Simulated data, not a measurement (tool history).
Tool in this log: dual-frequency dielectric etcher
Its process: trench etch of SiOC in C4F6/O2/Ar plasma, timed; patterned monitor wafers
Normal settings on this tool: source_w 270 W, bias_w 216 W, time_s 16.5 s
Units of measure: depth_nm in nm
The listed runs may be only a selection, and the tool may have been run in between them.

run   hour  source_w  bias_w  time_s  read-back reference wafer on the same gauge, depth_nm  depth_nm
  1    0.0       300     191    16.5                                                  36.72     31.40
  2   27.4       270     188    16.5                                                  36.70     30.30
  3  106.7       270     188    16.5                                                  36.71     30.22
  4  131.9       320     235    16.5                                                  36.69     33.89
  5  154.7       270     216    16.5                                                  36.71     31.66
  6  171.2       270     216    16.5                                                  36.70     31.58
  7  200.0       270     186    16.5                                                  36.70     30.05
     231.0  -- upper electrode replaced
     239.9  -- wet clean of the chamber
  8  240.4       270     216    19.5                                                  36.69     37.75
  9  253.6       270     216    16.5                                                  36.70     31.94
     263.3  -- source power generator calibrated
 10  325.5       270     216    16.5                                                  36.70     31.82
 11  345.7       270     216    16.5                                                  36.71     31.82
 12  361.9       270     239    16.5                                                  36.70     32.89
 13  380.5       270     239    16.5                                                  36.71     32.86
 14  404.5       270     216    16.5                                                  36.71     31.78
 15  435.4       220     216    18.5                                                  36.69     33.82
     442.0  -- bias power generator calibrated
 16  464.2       320     163    13.5                                                  36.70     24.79
     468.8  -- gauge calibrated
 17  492.7       290     216    14.5                                                  36.70     28.35
 18  513.8       270     216    18.5                                                  36.70     35.38
 19  545.1       240     216    16.5                                                  36.70     30.58
 20  561.3       320     216    16.5                                                  36.69     32.84
 21  589.4       270     216    12.5                                                  36.70     23.78
 22  620.9       270     216    16.5                                                  36.70     31.53
 23  651.3       290     245    16.5                                                  36.70     33.26
 24  673.0       270     216    16.5                                                  36.70     31.32
     709.2  -- wet clean of the chamber
 25  709.7       340     216    13.5                                                  36.69     27.89
 26  724.9       330     216    16.5                                                  36.70     33.83

Here are 3 independent what-if runs from the current tool condition. What would each one return?
  A  725.3       270     216    16.5                                                      ?         ?
  B  725.3       200     216    16.5                                                      ?         ?
  C  725.3       270     268    16.5                                                      ?         ?

run  read-back reference wafer on the same gauge, depth_nm  depth_nm
  A                                                  36.71     32.11
  B                                                  36.71     29.89
  C                                                  36.71     34.49
Without the tool's hidden state the same runs would have given:
run  depth_nm
  A     32.14
  B     29.92
  C     34.53
